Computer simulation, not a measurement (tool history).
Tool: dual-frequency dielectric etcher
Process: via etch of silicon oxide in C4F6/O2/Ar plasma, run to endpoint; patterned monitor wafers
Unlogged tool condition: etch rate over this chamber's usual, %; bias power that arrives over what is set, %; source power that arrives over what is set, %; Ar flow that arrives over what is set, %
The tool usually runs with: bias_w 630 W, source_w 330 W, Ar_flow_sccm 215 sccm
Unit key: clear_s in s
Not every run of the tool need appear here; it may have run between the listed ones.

run,hour,bias_w,source_w,Ar_flow_sccm,wafers since the last listed run,hours since the last wet clean,hours since the last bias power generator calibration,hours since the last source power generator calibration,hours since the last Ar flow controller change,hours since the last upper electrode change,"incoming incoming film thickness, nm",clear_s
1,0.0,630,330,215,0,7.2,1450.9,223.4,3430.4,2249.5,73.4,14.1
2,60.0,630,330,215,538,67.2,1510.9,283.4,3490.4,2309.5,72.1,13.8
3,86.1,630,280,215,234,93.3,1537.0,309.5,3516.5,2335.6,74.1,15.5
4,117.0,630,330,232,277,124.2,1567.9,340.4,3547.4,2366.5,73.4,14.2
5,168.5,739,350,162,462,175.7,1619.4,391.9,3598.9,2418.0,73.2,12.1
# hour 225.5: Ar flow controller replaced
6,227.6,761,350,249,476,234.8,1678.5,451.0,2.1,2477.1,73.2,12.9
7,264.0,630,360,169,326,271.2,1714.9,487.4,38.5,2513.5,72.6,12.8
8,324.5,746,370,182,543,331.7,1775.4,547.9,99.0,2574.0,73.3,12.0
9,376.5,678,390,201,466,383.7,1827.4,599.9,151.0,2626.0,72.2,12.2
10,407.9,544,330,215,281,415.1,1858.8,631.3,182.4,2657.4,72.0,14.6
11,477.5,630,290,215,624,484.7,1928.4,700.9,252.0,2727.0,72.3,14.7
12,506.6,743,370,178,261,513.8,1957.5,730.0,281.1,2756.1,72.7,11.9
13,568.4,487,260,262,554,575.6,2019.3,791.8,342.9,2817.9,73.4,18.3
# hour 580.1: bias power generator calibrated
# hour 607.0: wet clean of the chamber
14,607.5,525,330,200,99,0.5,27.4,830.9,382.0,2857.0,72.5,15.2
15,657.5,630,380,235,448,50.5,77.4,880.9,432.0,2907.0,73.0,13.8

Run 16 has not been measured yet. What should we expect?
# hour 703.8: upper electrode replaced
16,704.3,519,330,215,204,97.3,124.2,927.7,478.8,0.5,73.0,?

{"run 16": {"clear_s": 15.3}}
On a tool with no hidden condition, and with the same random variation, this run would have come out at clear_s 15.3 s.

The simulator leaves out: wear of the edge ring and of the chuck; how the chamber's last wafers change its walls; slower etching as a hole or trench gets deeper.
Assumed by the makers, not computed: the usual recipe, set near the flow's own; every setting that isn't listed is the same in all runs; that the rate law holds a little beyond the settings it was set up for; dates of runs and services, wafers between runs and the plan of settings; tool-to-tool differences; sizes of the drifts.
